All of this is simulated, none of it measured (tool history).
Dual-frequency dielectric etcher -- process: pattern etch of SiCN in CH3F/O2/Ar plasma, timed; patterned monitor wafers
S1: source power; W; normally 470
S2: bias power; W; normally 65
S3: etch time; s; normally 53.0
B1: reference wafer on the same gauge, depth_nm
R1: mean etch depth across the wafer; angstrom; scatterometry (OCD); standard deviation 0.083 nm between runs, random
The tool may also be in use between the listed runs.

run	hour	S1	S2	S3	B1	R1
1	0.0	470	65	53.0	17.79	187.1
2	25.5	470	65	53.0	17.77	189.2
# hour 57.0: wet clean of the chamber
# hour 58.3: source power generator calibrated
3	161.5	470	65	57.0	17.79	212.7
4	193.1	470	65	57.0	17.80	214.0
5	232.6	470	65	57.0	17.79	212.8
6	268.2	520	50	43.0	17.80	151.6
# hour 281.6: bias power generator calibrated
7	326.5	370	65	66.0	17.81	192.2
8	369.1	580	55	42.0	17.78	168.6
9	440.6	530	70	41.0	17.79	172.4
10	480.5	470	65	53.0	17.78	196.3
11	507.5	360	65	53.0	17.80	147.4
# hour 555.3: wet clean of the chamber
12	571.4	380	49	47.5	17.82	121.4
13	629.2	370	54	53.0	17.78	138.2
14	660.5	470	65	53.0	17.79	195.3
15	730.3	470	65	53.0	17.82	194.1
16	784.9	470	50	65.5	17.80	209.9
17	840.7	560	81	37.5	17.80	174.7
18	898.7	470	65	53.0	17.80	193.2
19	969.1	470	77	61.0	17.79	243.1
20	1022.4	570	65	44.5	17.81	187.7
# hour 1067.9: wet clean of the chamber
21	1075.8	520	52	40.0	17.82	141.4
22	1145.7	360	55	40.0	17.81	99.6
23	1196.6	470	65	53.0	17.79	191.4
24	1222.4	390	65	68.0	17.82	202.8
25	1248.1	470	65	57.0	17.81	204.0
26	1301.7	560	65	57.0	17.77	236.9
27	1348.5	470	50	42.0	17.81	133.4
28	1374.2	570	73	53.0	17.81	234.8
29	1452.8	470	72	53.0	17.77	201.5

A few steps of R1 between consecutive runs. Split each: what settings, incoming material and random variation would produce without the hidden state, and what is left over for the hidden state, along with gauge scatter present in only one of the two compared results (measured, and without hidden state):
Hidden state at play: etch rate over this chamber's usual, %; source power that arrives over what is set, %; bias power that arrives over what is set, %; gauge reads high (%).
Run 2 -> 3: S3 53.0 -> 57.0, wet clean of the chamber, source power generator calibrated. R1 +23.5 angstrom: hidden state +8.5, all else +15.0.
Run 26 -> 27: S1 560 -> 470, S2 65 -> 50, S3 57.0 -> 42.0. R1 -103.5 angstrom: hidden state +3.3, all else -106.8.
Run 27 -> 28: S1 470 -> 570, S2 50 -> 73, S3 42.0 -> 53.0. R1 +101.4 angstrom: hidden state -3.6, all else +105.0.
